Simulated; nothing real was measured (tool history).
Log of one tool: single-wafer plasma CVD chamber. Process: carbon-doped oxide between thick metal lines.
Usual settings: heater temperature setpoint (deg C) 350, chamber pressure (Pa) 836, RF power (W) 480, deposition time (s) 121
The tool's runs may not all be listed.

run	hour	heater temperature setpoint (deg C)	chamber pressure (Pa)	RF power (W)	deposition time (s)	wafers since the last listed run	hours since the last thermocouple change	hours since the last RF generator calibration	hours since the last manometer calibration	hours since the showerhead was replaced	hours since the gauge calibration	read-back reference wafer on the same gauge, thickness_nm	mean film thickness on the monitor wafer (Å)
1	0	350	836	480	121	0	2686.9	2268.5	872.5	8335.6	81.5	669.973	6771.36
2	15.8	350	836	480	121	274	2702.7	2284.3	888.3	8351.4	97.3	670.88	6801.27
3	23	341	836	480	121	125	2709.9	2291.5	895.5	8358.6	104.5	670.356	6974.28
4	30.3	341	836	480	121	126	2717.2	2298.8	902.8	8365.9	111.8	669.985	6899.11
5	47.8	341	836	480	121	304	2734.7	2316.3	920.3	8383.4	129.3	670.679	6972.86
6	55.2	350	836	480	121	128	2742.1	2323.7	927.7	8390.8	136.7	670.929	6813.67
7	70.5	350	721	480	121	266	2757.4	2339	943	8406.1	152	671.698	6652.2
8	81.1	350	721	480	121	184	2768	2349.6	953.6	8416.7	162.6	670.91	6629.82
# hour 106.4: RF generator calibrated
# hour 113.2: thermocouple changed; heater temperature recalibrated
9	113.7	350	836	480	121	309	0.5	7.3	986.2	8449.3	195.2	671.415	6803.48
10	114.1	350	836	480	121	6	0.9	7.7	986.6	8449.7	195.6	670.382	6754.1
# hour 114.7: gauge calibrated
11	125.2	350	836	480	121	193	12	18.8	997.7	8460.8	10.5	670.77	6760.36
# hour 141.5: showerhead replaced
12	142	360	759	390	142	153	28.8	35.6	1014.5	0.5	27.3	670.798	7153.68
13	147.8	344	836	415	113	100	34.6	41.4	1020.3	6.3	33.1	670.656	6082.23
14	159.1	350	836	480	121	196	45.9	52.7	1031.6	17.6	44.4	671.348	6769.29

Run 15 comes next. What will it give?
15	166.2	350	721	480	121	123	53	59.8	1038.7	24.7	51.5	?	?

Run 15 gave read-back reference wafer on the same gauge, thickness_nm 670.413, mean film thickness on the monitor wafer (Å) 6626.49.
Without the tool's hidden state the same run would have given mean film thickness on the monitor wafer (Å) 6626.49.

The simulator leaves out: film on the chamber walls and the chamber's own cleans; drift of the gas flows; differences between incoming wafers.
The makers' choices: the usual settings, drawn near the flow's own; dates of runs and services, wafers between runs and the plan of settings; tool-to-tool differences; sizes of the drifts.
